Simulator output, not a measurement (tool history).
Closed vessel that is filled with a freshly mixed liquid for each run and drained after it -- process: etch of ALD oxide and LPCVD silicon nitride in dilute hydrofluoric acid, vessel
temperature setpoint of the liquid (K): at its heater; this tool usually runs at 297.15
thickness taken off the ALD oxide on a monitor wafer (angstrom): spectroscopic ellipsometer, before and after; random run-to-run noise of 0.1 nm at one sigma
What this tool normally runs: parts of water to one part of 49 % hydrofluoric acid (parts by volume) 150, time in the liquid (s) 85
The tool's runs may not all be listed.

| run | hour | temperature setpoint of the liquid (K) | parts of water to one part of 49 % hydrofluoric acid (parts by volume) | time in the liquid (s) | read-back film thickness of the ALD oxide reference wafer, read on the same gauge (nm) | thickness taken off the ALD oxide on a monitor wafer (angstrom) |
|---|---|---|---|---|---|---|
| 1 | 0.0 | 300.15 | 150 | 85 | 49.97 | 119.3 |
| 2 | 53.0 | 297.15 | 110 | 85 | 49.98 | 151.6 |
| 3 | 111.6 | 297.15 | 150 | 85 | 50.01 | 106.3 |
| 4 | 212.0 | 298.15 | 150 | 85 | 50.01 | 109.5 |
| 5 | 263.1 | 297.15 | 150 | 85 | 50.00 | 106.6 |
|  | 289.4 | thermometer replaced |
| 6 | 319.5 | 297.15 | 150 | 85 | 50.02 | 98.7 |
| 7 | 359.8 | 297.15 | 150 | 85 | 50.02 | 100.5 |
| 8 | 408.3 | 293.15 | 175 | 85 | 49.98 | 71.5 |
| 9 | 478.5 | 293.65 | 100 | 85 | 49.97 | 139.1 |
| 10 | 524.5 | 297.15 | 150 | 85 | 49.98 | 98.9 |
|  | 546.3 | gauge calibrated |
| 11 | 601.7 | 300.15 | 175 | 85 | 49.98 | 91.5 |
| 12 | 627.1 | 297.15 | 150 | 85 | 50.01 | 99.9 |
| 13 | 664.9 | 297.15 | 125 | 40 | 49.99 | 58.0 |
|  | 678.9 | hydrofluoric acid flow meter replaced |
| 14 | 724.5 | 297.15 | 150 | 85 | 50.00 | 111.2 |
| 15 | 780.3 | 301.65 | 220 | 100 | 49.96 | 96.5 |
| 16 | 836.3 | 297.15 | 150 | 85 | 49.99 | 110.8 |
| 17 | 1039.0 | 293.15 | 90 | 50 | 50.01 | 100.3 |
| 18 | 1109.0 | 295.15 | 80 | 105 | 50.01 | 257.9 |
| 19 | 1143.8 | 297.15 | 150 | 85 | 49.99 | 111.5 |
| 20 | 1191.8 | 297.15 | 190 | 45 | 50.00 | 43.7 |
| 21 | 1217.8 | 294.15 | 150 | 85 | 50.03 | 97.3 |
| 22 | 1264.0 | 297.15 | 105 | 125 | 50.02 | 244.8 |
| 23 | 1329.3 | 301.15 | 150 | 85 | 50.04 | 127.9 |
| 24 | 1361.2 | 297.15 | 150 | 120 | 49.99 | 157.7 |
| 25 | 1450.3 | 297.15 | 150 | 85 | 50.02 | 109.6 |

List, for all runs, the conditions of the tool that the log does not record:
gauge reads high (%): 0 across all the runs
H1: liquid hotter than its thermometer reads (K)
H2: hydrofluoric acid flow below the setpoint (%)
| run | H1 | H2 |
|---|---|---|
| 1 | 1.53 | 7.11 |
| 2 | 1.6 | 7.35 |
| 3 | 1.66 | 7.61 |
| 4 | 1.78 | 8.05 |
| 5 | 1.84 | 8.28 |
| 6 | 0.236 | 8.53 |
| 7 | 0.283 | 8.71 |
| 8 | 0.34 | 8.93 |
| 9 | 0.423 | 9.24 |
| 10 | 0.477 | 9.44 |
| 11 | 0.567 | 9.78 |
| 12 | 0.597 | 9.9 |
| 13 | 0.642 | 10.1 |
| 14 | 0.711 | 1.14 |
| 15 | 0.777 | 1.39 |
| 16 | 0.843 | 1.64 |
| 17 | 1.08 | 2.54 |
| 18 | 1.16 | 2.85 |
| 19 | 1.2 | 3 |
| 20 | 1.26 | 3.22 |
| 21 | 1.29 | 3.33 |
| 22 | 1.34 | 3.54 |
| 23 | 1.42 | 3.83 |
| 24 | 1.46 | 3.97 |
| 25 | 1.56 | 4.36 |

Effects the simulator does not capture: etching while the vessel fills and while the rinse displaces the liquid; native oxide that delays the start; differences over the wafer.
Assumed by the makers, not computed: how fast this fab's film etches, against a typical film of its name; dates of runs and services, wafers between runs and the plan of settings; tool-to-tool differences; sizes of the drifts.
